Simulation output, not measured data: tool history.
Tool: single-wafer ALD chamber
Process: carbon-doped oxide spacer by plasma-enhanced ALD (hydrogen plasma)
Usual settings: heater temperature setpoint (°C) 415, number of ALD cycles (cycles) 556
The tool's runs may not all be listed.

| run | hour | heater temperature setpoint (°C) | number of ALD cycles (cycles) | wafers since the last listed run | hours since the last thermocouple change | hours since the gauge calibration | read-back reference wafer on the same gauge, thickness_nm | mean film thickness on the monitor wafer (Å) |
|---|---|---|---|---|---|---|---|---|
| 1 | 0.0 | 407 | 491 | 0 | 1131.2 | 1501.3 | 29.703 | 241.52 |
| 2 | 37.0 | 407 | 491 | 29 | 1168.2 | 1538.3 | 29.691 | 242.40 |
|  | 87.9 | thermocouple changed; heater temperature recalibrated |
| 3 | 103.1 | 407 | 556 | 45 | 15.2 | 1604.4 | 29.684 | 271.02 |
| 4 | 137.2 | 407 | 556 | 26 | 49.3 | 1638.5 | 29.697 | 271.17 |
| 5 | 194.1 | 415 | 556 | 44 | 106.2 | 1695.4 | 29.704 | 266.06 |
| 6 | 264.4 | 427 | 556 | 55 | 176.5 | 1765.7 | 29.696 | 255.94 |
| 7 | 328.2 | 427 | 556 | 50 | 240.3 | 1829.5 | 29.693 | 257.37 |
| 8 | 353.7 | 426 | 556 | 20 | 265.8 | 1855.0 | 29.686 | 257.04 |
| 9 | 406.4 | 426 | 556 | 41 | 318.5 | 1907.7 | 29.696 | 256.80 |
| 10 | 437.1 | 412 | 556 | 24 | 349.2 | 1938.4 | 29.682 | 267.03 |
| 11 | 508.4 | 412 | 556 | 56 | 420.5 | 2009.7 | 29.673 | 268.82 |
| 12 | 543.1 | 415 | 556 | 27 | 455.2 | 2044.4 | 29.693 | 264.58 |
| 13 | 611.2 | 415 | 556 | 53 | 523.3 | 2112.5 | 29.681 | 264.86 |
| 14 | 658.1 | 415 | 556 | 36 | 570.2 | 2159.4 | 29.709 | 265.56 |
| 15 | 704.0 | 415 | 556 | 36 | 616.1 | 2205.3 | 29.708 | 266.86 |
| 16 | 737.9 | 407 | 489 | 26 | 650.0 | 2239.2 | 29.706 | 241.09 |
| 17 | 800.5 | 407 | 489 | 49 | 712.6 | 2301.8 | 29.709 | 238.08 |
| 18 | 858.7 | 411 | 623 | 45 | 770.8 | 2360.0 | 29.699 | 300.95 |
| 19 | 902.0 | 411 | 623 | 34 | 814.1 | 2403.3 | 29.699 | 302.63 |
| 20 | 963.5 | 411 | 623 | 48 | 875.6 | 2464.8 | 29.688 | 300.55 |
| 21 | 1034.3 | 411 | 556 | 55 | 946.4 | 2535.6 | 29.697 | 268.75 |
| 22 | 1100.3 | 415 | 556 | 51 | 1012.4 | 2601.6 | 29.699 | 267.25 |
| 23 | 1252.7 | 421 | 589 | 119 | 1164.8 | 2754.0 | 29.692 | 278.33 |
|  | 1268.8 | gauge calibrated |
|  | 1338.2 | thermocouple changed; heater temperature recalibrated |
| 24 | 1364.1 | 428 | 627 | 81 | 25.9 | 95.3 | 29.702 | 294.04 |
| 25 | 1406.1 | 407 | 619 | 33 | 67.9 | 137.3 | 29.698 | 307.50 |
| 26 | 1433.5 | 420 | 653 | 21 | 95.3 | 164.7 | 29.714 | 314.54 |
| 27 | 1481.5 | 426 | 645 | 37 | 143.3 | 212.7 | 29.717 | 303.93 |
| 28 | 1538.9 | 422 | 636 | 45 | 200.7 | 270.1 | 29.689 | 303.56 |
| 29 | 1598.9 | 420 | 602 | 47 | 260.7 | 330.1 | 29.669 | 289.43 |
|  | 1681.0 | thermocouple changed; heater temperature recalibrated, repeated, since the last time left the tool worse |
| 30 | 1811.3 | 400 | 556 | 160 | 130.3 | 542.5 | 29.696 | 276.25 |
| 31 | 1956.8 | 422 | 625 | 114 | 275.8 | 688.0 | 29.702 | 292.98 |
| 32 | 2013.7 | 406 | 661 | 44 | 332.7 | 744.9 | 29.698 | 323.88 |
| 33 | 2081.5 | 415 | 556 | 53 | 400.5 | 812.7 | 29.693 | 266.51 |
| 34 | 2137.4 | 423 | 512 | 43 | 456.4 | 868.6 | 29.689 | 238.14 |
| 35 | 2204.1 | 425 | 515 | 52 | 523.1 | 935.3 | 29.691 | 239.15 |
| 36 | 2261.2 | 415 | 556 | 44 | 580.2 | 992.4 | 29.693 | 265.72 |
| 37 | 2315.9 | 419 | 647 | 43 | 634.9 | 1047.1 | 29.711 | 308.10 |
| 38 | 2358.9 | 421 | 476 | 33 | 677.9 | 1090.1 | 29.697 | 224.01 |
| 39 | 2383.5 | 415 | 556 | 19 | 702.5 | 1114.7 | 29.703 | 266.66 |
| 40 | 2410.4 | 426 | 513 | 21 | 729.4 | 1141.6 | 29.697 | 238.54 |

Forecast each of these 5 alternatives for the next run:
| A | 2411.6 | 415 | 556 | 0 | 730.6 | 1142.8 | ? | ? |
| B | 2411.6 | 428 | 490 | 0 | 730.6 | 1142.8 | ? | ? |
| C | 2411.6 | 422 | 556 | 0 | 730.6 | 1142.8 | ? | ? |
| D | 2411.6 | 415 | 493 | 0 | 730.6 | 1142.8 | ? | ? |
| E | 2411.6 | 420 | 586 | 0 | 730.6 | 1142.8 | ? | ? |

| run | read-back reference wafer on the same gauge, thickness_nm | mean film thickness on the monitor wafer (Å) |
|---|---|---|
| A | 29.700 | 267.33 |
| B | 29.700 | 227.16 |
| C | 29.700 | 262.17 |
| D | 29.700 | 237.04 |
| E | 29.700 | 277.87 |
Without the tool's hidden state the same runs would have given:
| run | mean film thickness on the monitor wafer (Å) |
|---|---|
| A | 266.36 |
| B | 226.31 |
| C | 261.21 |
| D | 236.18 |
| E | 276.85 |
